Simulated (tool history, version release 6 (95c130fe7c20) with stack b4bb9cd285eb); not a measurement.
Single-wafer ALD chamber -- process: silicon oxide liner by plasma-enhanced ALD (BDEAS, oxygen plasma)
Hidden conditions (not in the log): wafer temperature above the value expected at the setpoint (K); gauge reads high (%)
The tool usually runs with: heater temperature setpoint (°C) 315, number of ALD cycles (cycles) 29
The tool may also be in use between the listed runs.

run	hour	heater temperature setpoint (°C)	number of ALD cycles (cycles)	wafers since the last listed run	hours since the last thermocouple change	hours since the gauge calibration	read-back reference wafer on the same gauge, thickness_nm	mean film thickness on the monitor wafer (angstrom)
1	0	325	29	0	2023.6	131.2	2	24.07
# hour 6.7: gauge calibrated
2	16.5	325	29	97	2040.1	9.8	2.001	24.14
3	38.4	325	29	129	2062	31.7	2	24.21
4	50.5	315	29	71	2074.1	43.8	2.002	24.55
5	76.2	315	29	152	2099.8	69.5	1.999	24.5
6	95.6	322	29	115	2119.2	88.9	1.999	24.23
7	107.7	322	29	71	2131.3	101	1.999	24.16
# hour 140.6: thermocouple changed; heater temperature recalibrated
8	141.1	330	26	150	0.5	134.4	2.001	21.47
9	161.5	307	29	120	20.9	154.8	2	24.74
# hour 166.5: gauge calibrated
10	186.9	310	24	150	46.3	20.4	2.001	20.36
11	223.3	304	24	215	82.7	56.8	2	20.58
12	248.8	307	24	151	108.2	82.3	1.997	20.42
13	275.1	315	29	155	134.5	108.6	2.001	24.34
14	296.8	325	29	128	156.2	130.3	2	24.16

Forecast each of these 5 alternatives for the next run:
A	297.2	315	29	2	156.6	130.7	?	?
B	297.2	304	26	2	156.6	130.7	?	?
C	297.2	302	26	2	156.6	130.7	?	?
D	297.2	303	23	2	156.6	130.7	?	?
E	297.2	315	35	2	156.6	130.7	?	?

run	read-back reference wafer on the same gauge, thickness_nm	mean film thickness on the monitor wafer (angstrom)
A	2.001	24.52
B	2.001	22.29
C	2.001	22.34
D	2.001	19.74
E	2.001	29.59
Had the tool no hidden state, the same runs would have come out as:
run	mean film thickness on the monitor wafer (angstrom)
A	24.52
B	22.29
C	22.34
D	19.74
E	29.59
